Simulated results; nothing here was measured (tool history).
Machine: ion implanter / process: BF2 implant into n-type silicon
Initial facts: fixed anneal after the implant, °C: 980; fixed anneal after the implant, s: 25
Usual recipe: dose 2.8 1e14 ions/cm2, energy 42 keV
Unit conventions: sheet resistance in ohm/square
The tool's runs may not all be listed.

| run | hour | dose | energy | wafers since the last listed run | hours since the last dose calibration | hours since the extraction supply was calibrated | hours since the gauge calibration | read-back reference wafer on the same gauge, sheet resistance | sheet resistance |
|---|---|---|---|---|---|---|---|---|---|
| 1 | 0 | 2.8 | 42 | 0 | 170.7 | 6548.3 | 152.8 | 354.97 | 419.45 |
| 2 | 30 | 3.43 | 37 | 578 | 200.7 | 6578.3 | 182.8 | 355.11 | 352.79 |
| 3 | 89.7 | 3.43 | 37 | 1150 | 260.4 | 6638 | 242.5 | 354.96 | 352.11 |
| 4 | 146.6 | 2.8 | 42 | 1096 | 317.3 | 6694.9 | 299.4 | 355.01 | 418.53 |
|  | 254.8 | extraction supply calibrated |
| 5 | 259.6 | 2.8 | 42 | 2023 | 430.3 | 4.8 | 412.4 | 355.09 | 413.53 |
| 6 | 328.1 | 2.8 | 42 | 1320 | 498.8 | 73.3 | 480.9 | 355.12 | 413.39 |
| 7 | 355.5 | 2.29 | 51 | 528 | 526.2 | 100.7 | 508.3 | 354.97 | 480.8 |
| 8 | 427.3 | 2.29 | 51 | 1383 | 598 | 172.5 | 580.1 | 354.96 | 475.31 |
| 9 | 492.2 | 2.48 | 53.5 | 1250 | 662.9 | 237.4 | 645 | 354.81 | 444.45 |
|  | 497.1 | gauge calibrated |
|  | 517.4 | Faraday cup replaced and dose calibrated |
| 10 | 521 | 3.59 | 49.5 | 400 | 3.6 | 266.2 | 23.9 | 355.19 | 334.87 |
| 11 | 585.2 | 2.07 | 42 | 1237 | 67.8 | 330.4 | 88.1 | 355.17 | 540.9 |
| 12 | 616.6 | 2.06 | 42 | 605 | 99.2 | 361.8 | 119.5 | 355 | 539.43 |
| 13 | 644.9 | 2.8 | 49 | 545 | 127.5 | 390.1 | 147.8 | 355.05 | 416.69 |
| 14 | 670.8 | 2.8 | 42 | 499 | 153.4 | 416 | 173.7 | 354.8 | 421.04 |
| 15 | 740.5 | 2.8 | 42 | 1343 | 223.1 | 485.7 | 243.4 | 354.91 | 422.12 |
| 16 | 779.2 | 3.56 | 42 | 745 | 261.8 | 524.4 | 282.1 | 354.74 | 340.67 |

Predict each of these 5 candidate next runs independently; none follows another, all start after run 16:
| A | 779.6 | 2.8 | 51 | 7 | 262.2 | 524.8 | 282.5 | ? | ? |
| B | 779.6 | 2.1 | 29.5 | 7 | 262.2 | 524.8 | 282.5 | ? | ? |
| C | 779.6 | 3.14 | 47.5 | 7 | 262.2 | 524.8 | 282.5 | ? | ? |
| D | 779.6 | 3.45 | 49.5 | 7 | 262.2 | 524.8 | 282.5 | ? | ? |
| E | 779.6 | 2.21 | 28 | 7 | 262.2 | 524.8 | 282.5 | ? | ? |

| run | read-back reference wafer on the same gauge, sheet resistance | sheet resistance |
|---|---|---|
| A | 354.9 | 410.86 |
| B | 354.9 | 541.73 |
| C | 354.9 | 374.34 |
| D | 354.9 | 342.3 |
| E | 354.9 | 521.05 |
Had the tool no hidden state, the same runs would have come out as:
| run | sheet resistance |
|---|---|
| A | 416.58 |
| B | 548.98 |
| C | 379.83 |
| D | 347.44 |
| E | 528.1 |

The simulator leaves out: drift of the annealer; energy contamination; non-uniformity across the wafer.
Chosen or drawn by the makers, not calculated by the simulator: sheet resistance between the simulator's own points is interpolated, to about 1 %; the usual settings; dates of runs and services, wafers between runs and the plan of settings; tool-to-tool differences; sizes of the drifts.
